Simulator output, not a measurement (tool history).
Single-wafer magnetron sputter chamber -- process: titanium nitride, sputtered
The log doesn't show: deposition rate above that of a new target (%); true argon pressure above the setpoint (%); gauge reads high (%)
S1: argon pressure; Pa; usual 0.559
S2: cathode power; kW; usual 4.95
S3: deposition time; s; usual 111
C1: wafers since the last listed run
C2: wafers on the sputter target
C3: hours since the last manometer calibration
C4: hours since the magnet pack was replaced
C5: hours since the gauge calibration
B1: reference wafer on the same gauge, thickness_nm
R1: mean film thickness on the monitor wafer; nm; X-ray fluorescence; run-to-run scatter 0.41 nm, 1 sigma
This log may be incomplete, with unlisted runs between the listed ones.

run 1 day=0 | S1=0.559 S2=4.95 S3=111 | C1=0 C2=862 C3=2144.5 C4=8042.2 C5=40.1 | B1=109.976 | R1=107.184
run 2 day=3.229 | S1=0.559 S2=4.95 S3=111 | C1=887 C2=1749 C3=2222 C4=8119.7 C5=117.6 | B1=109.993 | R1=107.085
run 3 day=5.962 | S1=0.672 S2=4.95 S3=111 | C1=750 C2=2500 C3=2287.6 C4=8185.3 C5=183.2 | B1=110.02 | R1=101.785
run 4 day=9.367 | S1=0.672 S2=4.95 S3=111 | C1=935 C2=3436 C3=2369.3 C4=8267 C5=264.9 | B1=110.011 | R1=101.017
run 5 day=12.583 | S1=0.559 S2=4.95 S3=111 | C1=883 C2=4319 C3=2446.5 C4=8344.2 C5=342.1 | B1=110.042 | R1=107.084
-- day=13.192 sputter target and shields replaced
run 6 day=15.125 | S1=0.559 S2=4.95 S3=111 | C1=606 C2=531 C3=2507.5 C4=8405.2 C5=403.1 | B1=109.908 | R1=106.274
run 7 day=19.458 | S1=0.559 S2=4.95 S3=111 | C1=1190 C2=1721 C3=2611.5 C4=8509.2 C5=507.1 | B1=109.99 | R1=106.639
run 8 day=23.883 | S1=0.559 S2=4.95 S3=111 | C1=1215 C2=2937 C3=2717.7 C4=8615.4 C5=613.3 | B1=110.01 | R1=106.672
run 9 day=25.983 | S1=0.559 S2=4.95 S3=111 | C1=576 C2=3514 C3=2768.1 C4=8665.8 C5=663.7 | B1=110.071 | R1=107.04
-- day=26.842 capacitance manometer re-zeroed and calibrated
-- day=28.125 sputter target and shields replaced
run 10 day=37.075 | S1=0.559 S2=4.95 S3=111 | C1=2864 C2=2458 C3=245.6 C4=8932 C5=929.9 | B1=109.983 | R1=107.402
run 11 day=40.95 | S1=0.559 S2=4.95 S3=111 | C1=1064 C2=3523 C3=338.6 C4=9025 C5=1022.9 | B1=110.028 | R1=107.642
-- day=41.833 magnet pack replaced
run 12 day=43.283 | S1=0.559 S2=4.95 S3=111 | C1=549 C2=4072 C3=394.6 C4=34.8 C5=1078.9 | B1=109.954 | R1=107.355
-- day=43.733 gauge calibrated
-- day=46.158 sputter target and shields replaced
run 13 day=47.671 | S1=0.624 S2=5.35 S3=99 | C1=1113 C2=415 C3=499.9 C4=140.1 C5=94.5 | B1=110.028 | R1=97.739
run 14 day=51.071 | S1=0.559 S2=4.95 S3=127 | C1=934 C2=1349 C3=581.5 C4=221.7 C5=176.1 | B1=110.03 | R1=122.827
run 15 day=53.812 | S1=0.684 S2=4.95 S3=111 | C1=753 C2=2102 C3=647.3 C4=287.5 C5=241.9 | B1=110 | R1=101.127
run 16 day=57.604 | S1=0.73 S2=4.1 S3=111 | C1=1041 C2=3144 C3=738.3 C4=378.5 C5=332.9 | B1=109.952 | R1=87.134
run 17 day=59.738 | S1=0.559 S2=4.95 S3=111 | C1=586 C2=3730 C3=789.5 C4=429.7 C5=384.1 | B1=109.969 | R1=107.54
run 18 day=62.438 | S1=0.559 S2=4.95 S3=111 | C1=741 C2=4472 C3=854.3 C4=494.5 C5=448.9 | B1=110.126 | R1=107.508
-- day=63.067 sputter target and shields replaced
run 19 day=68.188 | S1=0.559 S2=4.95 S3=111 | C1=1488 C2=1407 C3=992.3 C4=632.5 C5=586.9 | B1=110.068 | R1=107.342
run 20 day=69.962 | S1=0.497 S2=4.95 S3=89 | C1=487 C2=1894 C3=1034.9 C4=675.1 C5=629.5 | B1=110.057 | R1=88.322
run 21 day=73.338 | S1=0.685 S2=5.4 S3=121 | C1=927 C2=2822 C3=1115.9 C4=756.1 C5=710.5 | B1=110.029 | R1=117.152
run 22 day=76.05 | S1=0.373 S2=4.25 S3=131 | C1=745 C2=3567 C3=1181 C4=821.2 C5=775.6 | B1=109.991 | R1=124.819
-- day=79.362 sputter target and shields replaced
run 23 day=79.383 | S1=0.358 S2=4.95 S3=111 | C1=824 C2=5 C3=1261 C4=901.2 C5=855.6 | B1=109.931 | R1=117.958
run 24 day=81.604 | S1=0.704 S2=4.95 S3=98 | C1=610 C2=615 C3=1314.3 C4=954.5 C5=908.9 | B1=109.972 | R1=87.762

For each run, what was the tool's unlogged condition?
deposition rate above that of a new target (%): 0, the same for each run
true argon pressure above the setpoint (%): 0, the same for each run
gauge reads high (%): 0, the same for each run
